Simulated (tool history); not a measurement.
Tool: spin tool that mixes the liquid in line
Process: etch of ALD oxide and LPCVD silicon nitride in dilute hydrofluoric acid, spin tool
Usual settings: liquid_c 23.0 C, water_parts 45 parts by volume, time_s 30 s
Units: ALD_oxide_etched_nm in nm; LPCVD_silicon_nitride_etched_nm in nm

run   hour  liquid_c  water_parts  time_s  read-back film thickness of the ALD oxide reference wafer, read on the same gauge (nm)  read-back film thickness of the LPCVD silicon nitride reference wafer, read on the same gauge (nm)  ALD_oxide_etched_nm  LPCVD_silicon_nitride_etched_nm
  1    0.0      23.0           45      30                                                                                  100.00                                                                                              99.991                14.90                            0.379
  2   29.1      27.5           35      50                                                                                  100.02                                                                                              99.994                39.01                            0.984
  3   57.5      18.5           60      50                                                                                  100.01                                                                                              99.991                15.31                            0.373
  4   73.2      23.0           25      35                                                                                  100.01                                                                                              99.962                32.45                            0.724
  5   95.0      23.0           45      30                                                                                   99.99                                                                                             100.019                15.04                            0.358
  6  129.7      19.0           25      35                                                                                  100.01                                                                                              99.995                27.33                            0.681
  7  143.6      23.0           60      30                                                                                   99.97                                                                                             100.012                11.11                            0.257
  8  174.0      21.0           65      20                                                                                   99.99                                                                                              99.993                 6.25                            0.141
  9  199.8      27.5           25      30                                                                                  100.00                                                                                             100.029                33.84                            0.832
 10  229.4      27.0           45      30                                                                                   99.99                                                                                              99.998                17.81                            0.488
 11  262.8      26.0           45      30                                                                                   99.98                                                                                             100.048                17.17                            0.363
 12  289.1      27.5           60      30                                                                                   99.96                                                                                             100.009                13.53                            0.392
     302.9  -- thermometer replaced
 13  303.4      23.0           45      30                                                                                   99.99                                                                                             100.006                14.06                            0.290
     333.1  -- gauge calibrated
 14  337.1      25.5           55      45                                                                                  100.02                                                                                              99.998                18.94                            0.444
 15  367.0      23.0           45      25                                                                                   99.99                                                                                             100.000                11.89                            0.269
 16  383.0      25.5           55      40                                                                                  100.02                                                                                             100.025                16.83                            0.484
 17  403.1      23.0           45      30                                                                                  100.00                                                                                              99.974                14.14                            0.291
 18  435.7      23.0           45      45                                                                                  100.00                                                                                              99.989                21.27                            0.480
 19  458.0      27.5           45      30                                                                                   99.96                                                                                              99.987                17.13                            0.453
 20  481.7      19.0           45      30                                                                                  100.00                                                                                             100.007                11.99                            0.289
 21  515.4      24.5           65      25                                                                                  100.01                                                                                              99.998                 8.53                            0.185
 22  548.4      23.0           45      35                                                                                   99.99                                                                                              99.986                16.73                            0.378
 23  577.0      23.0           55      35                                                                                  100.01                                                                                             100.028                13.50                            0.345
 24  611.4      24.5           45      30                                                                                  100.00                                                                                              99.985                15.39                            0.385
 25  627.1      23.0           45      30                                                                                  100.00                                                                                              99.967                14.50                            0.380

5 ways to go on from here, each from the tool as it stands after run 25. What would each give?
  A  627.5      23.0           45      30                                                                                       ?                                                                                                   ?                    ?                                ?
  B  627.5      20.0           45      25                                                                                       ?                                                                                                   ?                    ?                                ?
  C  627.5      23.0           65      30                                                                                       ?                                                                                                   ?                    ?                                ?
  D  627.5      23.0           55      30                                                                                       ?                                                                                                   ?                    ?                                ?
  E  627.5      26.5           35      40                                                                                       ?                                                                                                   ?                    ?                                ?

run  read-back film thickness of the ALD oxide reference wafer, read on the same gauge (nm)  read-back film thickness of the LPCVD silicon nitride reference wafer, read on the same gauge (nm)  ALD_oxide_etched_nm  LPCVD_silicon_nitride_etched_nm
  A                                                                                  100.01                                                                                              99.995                14.43                            0.341
  B                                                                                  100.01                                                                                              99.995                10.60                            0.231
  C                                                                                  100.01                                                                                              99.995                 9.74                            0.238
  D                                                                                  100.01                                                                                              99.995                11.66                            0.280
  E                                                                                  100.01                                                                                              99.995                28.95                            0.736
Without the tool's hidden state the same runs would have given:
run  ALD_oxide_etched_nm  LPCVD_silicon_nitride_etched_nm
  A                13.35                            0.313
  B                 9.80                            0.212
  C                 9.01                            0.218
  D                10.78                            0.257
  E                26.80                            0.674
